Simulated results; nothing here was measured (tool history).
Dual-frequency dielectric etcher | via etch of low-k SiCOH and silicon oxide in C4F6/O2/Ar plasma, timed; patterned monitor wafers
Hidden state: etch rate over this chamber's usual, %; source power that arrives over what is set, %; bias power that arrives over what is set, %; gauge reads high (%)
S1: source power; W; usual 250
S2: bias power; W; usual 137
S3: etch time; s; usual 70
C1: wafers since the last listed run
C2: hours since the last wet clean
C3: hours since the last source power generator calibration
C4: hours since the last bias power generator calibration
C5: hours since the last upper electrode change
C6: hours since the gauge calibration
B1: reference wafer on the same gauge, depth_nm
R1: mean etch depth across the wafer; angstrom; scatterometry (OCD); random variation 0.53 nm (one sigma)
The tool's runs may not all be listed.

{"run": 1, "hour": 0.0, "S1": 250, "S2": 137, "S3": 78, "C1": 0, "C2": 196.3, "C3": 3128.4, "C4": 1070.6, "C5": 2185.8, "C6": 687.9, "B1": 117, "R1": 1577}
{"run": 2, "hour": 67.3, "S1": 250, "S2": 137, "S3": 78, "C1": 855, "C2": 263.6, "C3": 3195.7, "C4": 1137.9, "C5": 2253.1, "C6": 755.2, "B1": 117.1, "R1": 1597}
{"run": 3, "hour": 168.1, "S1": 250, "S2": 137, "S3": 70, "C1": 1280, "C2": 364.4, "C3": 3296.5, "C4": 1238.7, "C5": 2353.9, "C6": 856, "B1": 117.1, "R1": 1439}
{"run": 4, "hour": 232.2, "S1": 250, "S2": 137, "S3": 70, "C1": 814, "C2": 428.5, "C3": 3360.6, "C4": 1302.8, "C5": 2418, "C6": 920.1, "B1": 116.7, "R1": 1447}
{"run": 5, "hour": 271.4, "S1": 250, "S2": 137, "S3": 70, "C1": 498, "C2": 467.7, "C3": 3399.8, "C4": 1342, "C5": 2457.2, "C6": 959.3, "B1": 117, "R1": 1442}
{"hour": 306.1, "done": "wet clean of the chamber"}
{"run": 6, "hour": 306.6, "S1": 250, "S2": 137, "S3": 70, "C1": 142, "C2": 0.5, "C3": 3435, "C4": 1377.2, "C5": 2492.4, "C6": 994.5, "B1": 116.9, "R1": 1405}
{"run": 7, "hour": 341.4, "S1": 250, "S2": 147, "S3": 70, "C1": 442, "C2": 35.3, "C3": 3469.8, "C4": 1412, "C5": 2527.2, "C6": 1029.3, "B1": 117.1, "R1": 1422}
{"hour": 403.2, "done": "gauge calibrated"}
{"run": 8, "hour": 406.9, "S1": 250, "S2": 147, "S3": 70, "C1": 832, "C2": 100.8, "C3": 3535.3, "C4": 1477.5, "C5": 2592.7, "C6": 3.7, "B1": 117.1, "R1": 1425}
{"run": 9, "hour": 470.9, "S1": 250, "S2": 147, "S3": 70, "C1": 813, "C2": 164.8, "C3": 3599.3, "C4": 1541.5, "C5": 2656.7, "C6": 67.7, "B1": 117.1, "R1": 1438}
{"hour": 498.4, "done": "source power generator calibrated"}
{"hour": 536.5, "done": "upper electrode replaced"}
{"run": 10, "hour": 542.9, "S1": 280, "S2": 137, "S3": 70, "C1": 559, "C2": 236.8, "C3": 44.5, "C4": 1613.5, "C5": 6.4, "C6": 139.7, "B1": 117.1, "R1": 1501}
{"run": 11, "hour": 609.8, "S1": 250, "S2": 137, "S3": 70, "C1": 850, "C2": 303.7, "C3": 111.4, "C4": 1680.4, "C5": 73.3, "C6": 206.6, "B1": 116.8, "R1": 1424}
{"run": 12, "hour": 675.5, "S1": 250, "S2": 137, "S3": 70, "C1": 834, "C2": 369.4, "C3": 177.1, "C4": 1746.1, "C5": 139, "C6": 272.3, "B1": 117.1, "R1": 1441}
{"run": 13, "hour": 727.1, "S1": 250, "S2": 137, "S3": 70, "C1": 655, "C2": 421, "C3": 228.7, "C4": 1797.7, "C5": 190.6, "C6": 323.9, "B1": 116.9, "R1": 1442}
{"hour": 808.2, "done": "wet clean of the chamber"}
{"run": 14, "hour": 808.7, "S1": 250, "S2": 137, "S3": 70, "C1": 731, "C2": 0.5, "C3": 310.3, "C4": 1879.3, "C5": 272.2, "C6": 405.5, "B1": 117.2, "R1": 1411}
{"run": 15, "hour": 827.8, "S1": 200, "S2": 150, "S3": 80, "C1": 242, "C2": 19.6, "C3": 329.4, "C4": 1898.4, "C5": 291.3, "C6": 424.6, "B1": 117, "R1": 1463}
{"run": 16, "hour": 880.7, "S1": 250, "S2": 148, "S3": 87, "C1": 672, "C2": 72.5, "C3": 382.3, "C4": 1951.3, "C5": 344.2, "C6": 477.5, "B1": 117.1, "R1": 1771}
{"run": 17, "hour": 938.2, "S1": 250, "S2": 147, "S3": 70, "C1": 730, "C2": 130, "C3": 439.8, "C4": 2008.8, "C5": 401.7, "C6": 535, "B1": 116.9, "R1": 1434}
{"run": 18, "hour": 1067.1, "S1": 250, "S2": 137, "S3": 54, "C1": 1638, "C2": 258.9, "C3": 568.7, "C4": 2137.7, "C5": 530.6, "C6": 663.9, "B1": 117.1, "R1": 1104}
{"hour": 1192.1, "done": "bias power generator calibrated"}
{"hour": 1203.8, "done": "wet clean of the chamber"}
{"run": 19, "hour": 1217.5, "S1": 250, "S2": 137, "S3": 70, "C1": 1711, "C2": 13.7, "C3": 719.1, "C4": 25.4, "C5": 681, "C6": 814.3, "B1": 117, "R1": 1389}
{"run": 20, "hour": 1276.2, "S1": 210, "S2": 152, "S3": 70, "C1": 745, "C2": 72.4, "C3": 777.8, "C4": 84.1, "C5": 739.7, "C6": 873, "B1": 117.1, "R1": 1314}
{"hour": 1285.2, "done": "gauge calibrated"}
{"run": 21, "hour": 1343.2, "S1": 270, "S2": 169, "S3": 54.5, "C1": 851, "C2": 139.4, "C3": 844.8, "C4": 151.1, "C5": 806.7, "C6": 58, "B1": 117.1, "R1": 1174}
{"run": 22, "hour": 1393.5, "S1": 210, "S2": 137, "S3": 83.5, "C1": 639, "C2": 189.7, "C3": 895.1, "C4": 201.4, "C5": 857, "C6": 108.3, "B1": 116.8, "R1": 1551}
{"run": 23, "hour": 1432.8, "S1": 250, "S2": 137, "S3": 70, "C1": 499, "C2": 229, "C3": 934.4, "C4": 240.7, "C5": 896.3, "C6": 147.6, "B1": 117, "R1": 1416}
{"run": 24, "hour": 1502.4, "S1": 220, "S2": 106, "S3": 55, "C1": 884, "C2": 298.6, "C3": 1004, "C4": 310.3, "C5": 965.9, "C6": 217.2, "B1": 117.1, "R1": 1004}
{"run": 25, "hour": 1537.2, "S1": 250, "S2": 137, "S3": 56.5, "C1": 442, "C2": 333.4, "C3": 1038.8, "C4": 345.1, "C5": 1000.7, "C6": 252, "B1": 117, "R1": 1155}
{"run": 26, "hour": 1574.0, "S1": 250, "S2": 137, "S3": 79.5, "C1": 467, "C2": 370.2, "C3": 1075.6, "C4": 381.9, "C5": 1037.5, "C6": 288.8, "B1": 117, "R1": 1630}
{"hour": 1605.4, "done": "wet clean of the chamber"}
{"run": 27, "hour": 1617.4, "S1": 220, "S2": 137, "S3": 70, "C1": 246, "C2": 12, "C3": 1119, "C4": 425.3, "C5": 1080.9, "C6": 332.2, "B1": 117.1, "R1": 1328}

5 ways to go on from here, each from the tool as it stands after run 27. What would each give?
{"run": "A", "hour": 1617.8, "S1": 250, "S2": 137, "S3": 70, "C1": 5, "C2": 12.4, "C3": 1119.4, "C4": 425.7, "C5": 1081.3, "C6": 332.6, "B1": "?", "R1": "?"}
{"run": "B", "hour": 1617.8, "S1": 200, "S2": 152, "S3": 89, "C1": 5, "C2": 12.4, "C3": 1119.4, "C4": 425.7, "C5": 1081.3, "C6": 332.6, "B1": "?", "R1": "?"}
{"run": "C", "hour": 1617.8, "S1": 280, "S2": 137, "S3": 82.5, "C1": 5, "C2": 12.4, "C3": 1119.4, "C4": 425.7, "C5": 1081.3, "C6": 332.6, "B1": "?", "R1": "?"}
{"run": "D", "hour": 1617.8, "S1": 230, "S2": 156, "S3": 77, "C1": 5, "C2": 12.4, "C3": 1119.4, "C4": 425.7, "C5": 1081.3, "C6": 332.6, "B1": "?", "R1": "?"}
{"run": "E", "hour": 1617.8, "S1": 230, "S2": 118, "S3": 82, "C1": 5, "C2": 12.4, "C3": 1119.4, "C4": 425.7, "C5": 1081.3, "C6": 332.6, "B1": "?", "R1": "?"}

run=A B1=117.2 R1=1392
run=B B1=117.2 R1=1626
run=C B1=117.2 R1=1728
run=D B1=117.2 R1=1511
run=E B1=117.2 R1=1526
Without the tool's hidden state the same runs would have given:
run=A R1=1394
run=B R1=1628
run=C R1=1730
run=D R1=1513
run=E R1=1528

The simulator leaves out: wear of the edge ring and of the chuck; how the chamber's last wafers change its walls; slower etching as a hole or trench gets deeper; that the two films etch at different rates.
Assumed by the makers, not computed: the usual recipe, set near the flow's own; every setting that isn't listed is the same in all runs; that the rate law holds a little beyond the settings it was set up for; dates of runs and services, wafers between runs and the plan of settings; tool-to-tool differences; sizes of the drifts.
